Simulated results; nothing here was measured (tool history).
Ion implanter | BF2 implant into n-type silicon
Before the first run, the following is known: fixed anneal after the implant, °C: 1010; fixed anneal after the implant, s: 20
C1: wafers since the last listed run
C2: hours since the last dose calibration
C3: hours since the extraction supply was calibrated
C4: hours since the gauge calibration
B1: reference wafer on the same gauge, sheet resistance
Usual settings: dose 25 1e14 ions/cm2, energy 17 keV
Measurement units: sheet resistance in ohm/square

{"run": 1, "hour": 0.0, "dose": 25, "energy": 17, "C1": 0, "C2": 359.2, "C3": 2475.1, "C4": 1743.4, "B1": 167.12, "sheet resistance": 157.23}
{"hour": 43.8, "done": "gauge calibrated"}
{"run": 2, "hour": 59.4, "dose": 25, "energy": 17, "C1": 1071, "C2": 418.6, "C3": 2534.5, "C4": 15.6, "B1": 167.05, "sheet resistance": 159.07}
{"run": 3, "hour": 120.5, "dose": 22.41, "energy": 17, "C1": 1102, "C2": 479.7, "C3": 2595.6, "C4": 76.7, "B1": 167.07, "sheet resistance": 159.39}
{"run": 4, "hour": 189.3, "dose": 22.41, "energy": 17, "C1": 1241, "C2": 548.5, "C3": 2664.4, "C4": 145.5, "B1": 166.79, "sheet resistance": 160.14}
{"run": 5, "hour": 232.7, "dose": 22.41, "energy": 17, "C1": 783, "C2": 591.9, "C3": 2707.8, "C4": 188.9, "B1": 166.67, "sheet resistance": 161.25}
{"run": 6, "hour": 283.0, "dose": 25, "energy": 17, "C1": 907, "C2": 642.2, "C3": 2758.1, "C4": 239.2, "B1": 166.95, "sheet resistance": 160.85}
{"run": 7, "hour": 319.8, "dose": 20.34, "energy": 17, "C1": 664, "C2": 679, "C3": 2794.9, "C4": 276, "B1": 166.65, "sheet resistance": 161.58}
{"run": 8, "hour": 372.1, "dose": 20.34, "energy": 17, "C1": 943, "C2": 731.3, "C3": 2847.2, "C4": 328.3, "B1": 166.83, "sheet resistance": 162.99}
{"run": 9, "hour": 409.9, "dose": 20.34, "energy": 17, "C1": 682, "C2": 769.1, "C3": 2885, "C4": 366.1, "B1": 166.91, "sheet resistance": 160.77}
{"run": 10, "hour": 444.1, "dose": 25, "energy": 17, "C1": 617, "C2": 803.3, "C3": 2919.2, "C4": 400.3, "B1": 167.07, "sheet resistance": 159.3}
{"run": 11, "hour": 492.0, "dose": 25, "energy": 17, "C1": 864, "C2": 851.2, "C3": 2967.1, "C4": 448.2, "B1": 167.16, "sheet resistance": 158.35}
{"hour": 540.2, "done": "Faraday cup replaced and dose calibrated"}
{"run": 12, "hour": 552.6, "dose": 25, "energy": 17, "C1": 949, "C2": 12.4, "C3": 3027.7, "C4": 508.8, "B1": 167.14, "sheet resistance": 159.75}
{"run": 13, "hour": 582.6, "dose": 29.38, "energy": 17, "C1": 541, "C2": 42.4, "C3": 3057.7, "C4": 538.8, "B1": 166.97, "sheet resistance": 157.74}
{"run": 14, "hour": 639.7, "dose": 19.78, "energy": 12, "C1": 1030, "C2": 99.5, "C3": 3114.8, "C4": 595.9, "B1": 167.07, "sheet resistance": 182.53}
{"run": 15, "hour": 672.2, "dose": 19.8, "energy": 14.5, "C1": 586, "C2": 132, "C3": 3147.3, "C4": 628.4, "B1": 167.15, "sheet resistance": 172.27}
{"run": 16, "hour": 717.0, "dose": 22.21, "energy": 15, "C1": 808, "C2": 176.8, "C3": 3192.1, "C4": 673.2, "B1": 166.88, "sheet resistance": 167.5}
{"run": 17, "hour": 759.9, "dose": 25, "energy": 17, "C1": 774, "C2": 219.7, "C3": 3235, "C4": 716.1, "B1": 166.99, "sheet resistance": 158.58}
{"hour": 807.0, "done": "extraction supply calibrated"}
{"run": 18, "hour": 813.3, "dose": 25, "energy": 17, "C1": 819, "C2": 273.1, "C3": 6.3, "C4": 769.5, "B1": 167.27, "sheet resistance": 157.42}
{"run": 19, "hour": 856.1, "dose": 25, "energy": 17, "C1": 772, "C2": 315.9, "C3": 49.1, "C4": 812.3, "B1": 167.1, "sheet resistance": 159.79}
{"run": 20, "hour": 918.3, "dose": 18.99, "energy": 20.5, "C1": 1122, "C2": 378.1, "C3": 111.3, "C4": 874.5, "B1": 166.93, "sheet resistance": 150.04}
{"run": 21, "hour": 979.0, "dose": 20.67, "energy": 23, "C1": 1095, "C2": 438.8, "C3": 172, "C4": 935.2, "B1": 167.06, "sheet resistance": 140.7}
{"run": 22, "hour": 1030.8, "dose": 28.53, "energy": 17, "C1": 934, "C2": 490.6, "C3": 223.8, "C4": 987, "B1": 166.69, "sheet resistance": 158.39}
{"run": 23, "hour": 1108.0, "dose": 22.75, "energy": 20, "C1": 1393, "C2": 567.8, "C3": 301, "C4": 1064.2, "B1": 167.09, "sheet resistance": 149.95}
{"run": 24, "hour": 1151.6, "dose": 25, "energy": 17, "C1": 786, "C2": 611.4, "C3": 344.6, "C4": 1107.8, "B1": 166.9, "sheet resistance": 157.45}
{"run": 25, "hour": 1220.3, "dose": 19.13, "energy": 21.5, "C1": 1239, "C2": 680.1, "C3": 413.3, "C4": 1176.5, "B1": 166.96, "sheet resistance": 147.22}
{"run": 26, "hour": 1250.3, "dose": 29.84, "energy": 15.5, "C1": 541, "C2": 710.1, "C3": 443.3, "C4": 1206.5, "B1": 167.25, "sheet resistance": 163.83}
{"hour": 1304.4, "done": "Faraday cup replaced and dose calibrated"}
{"run": 27, "hour": 1316.1, "dose": 29.17, "energy": 19.5, "C1": 1043, "C2": 11.7, "C3": 509.1, "C4": 1272.3, "B1": 166.79, "sheet resistance": 149.75}
{"run": 28, "hour": 1360.5, "dose": 25, "energy": 19, "C1": 801, "C2": 56.1, "C3": 553.5, "C4": 1316.7, "B1": 167.1, "sheet resistance": 153.36}
{"run": 29, "hour": 1412.6, "dose": 19.07, "energy": 13.5, "C1": 940, "C2": 108.2, "C3": 605.6, "C4": 1368.8, "B1": 166.95, "sheet resistance": 176.3}
{"hour": 1440.5, "done": "gauge calibrated"}
{"run": 30, "hour": 1449.0, "dose": 25, "energy": 17, "C1": 656, "C2": 144.6, "C3": 642, "C4": 8.5, "B1": 166.82, "sheet resistance": 159.64}
{"run": 31, "hour": 1489.1, "dose": 28.65, "energy": 19, "C1": 723, "C2": 184.7, "C3": 682.1, "C4": 48.6, "B1": 166.92, "sheet resistance": 150.53}
{"run": 32, "hour": 1538.3, "dose": 25, "energy": 13.5, "C1": 887, "C2": 233.9, "C3": 731.3, "C4": 97.8, "B1": 166.89, "sheet resistance": 172.45}
{"run": 33, "hour": 1577.4, "dose": 31.99, "energy": 17, "C1": 705, "C2": 273, "C3": 770.4, "C4": 136.9, "B1": 167.19, "sheet resistance": 157.05}
{"run": 34, "hour": 1610.0, "dose": 18.72, "energy": 21.5, "C1": 588, "C2": 305.6, "C3": 803, "C4": 169.5, "B1": 167.05, "sheet resistance": 147.51}
{"run": 35, "hour": 1664.6, "dose": 25, "energy": 17, "C1": 985, "C2": 360.2, "C3": 857.6, "C4": 224.1, "B1": 167.08, "sheet resistance": 158.91}
{"run": 36, "hour": 1708.3, "dose": 17.58, "energy": 17, "C1": 788, "C2": 403.9, "C3": 901.3, "C4": 267.8, "B1": 166.93, "sheet resistance": 165.56}

Predict each of these 5 candidate next runs independently; none follows another, all start after run 36:
{"run": "A", "hour": 1708.7, "dose": 25, "energy": 17, "C1": 7, "C2": 404.3, "C3": 901.7, "C4": 268.2, "B1": "?", "sheet resistance": "?"}
{"run": "B", "hour": 1708.7, "dose": 19.27, "energy": 17, "C1": 7, "C2": 404.3, "C3": 901.7, "C4": 268.2, "B1": "?", "sheet resistance": "?"}
{"run": "C", "hour": 1708.7, "dose": 25, "energy": 11.5, "C1": 7, "C2": 404.3, "C3": 901.7, "C4": 268.2, "B1": "?", "sheet resistance": "?"}
{"run": "D", "hour": 1708.7, "dose": 25, "energy": 14, "C1": 7, "C2": 404.3, "C3": 901.7, "C4": 268.2, "B1": "?", "sheet resistance": "?"}
{"run": "E", "hour": 1708.7, "dose": 31.61, "energy": 14.5, "C1": 7, "C2": 404.3, "C3": 901.7, "C4": 268.2, "B1": "?", "sheet resistance": "?"}

run=A B1=166.93 sheet_resistance=157.26
run=B B1=166.93 sheet_resistance=159.9
run=C B1=166.93 sheet_resistance=181.53
run=D B1=166.93 sheet_resistance=169.37
run=E B1=166.93 sheet_resistance=165.13
Without the tool's hidden state the same runs would have given:
run=A sheet_resistance=157.26
run=B sheet_resistance=159.9
run=C sheet_resistance=181.53
run=D sheet_resistance=169.37
run=E sheet_resistance=165.13
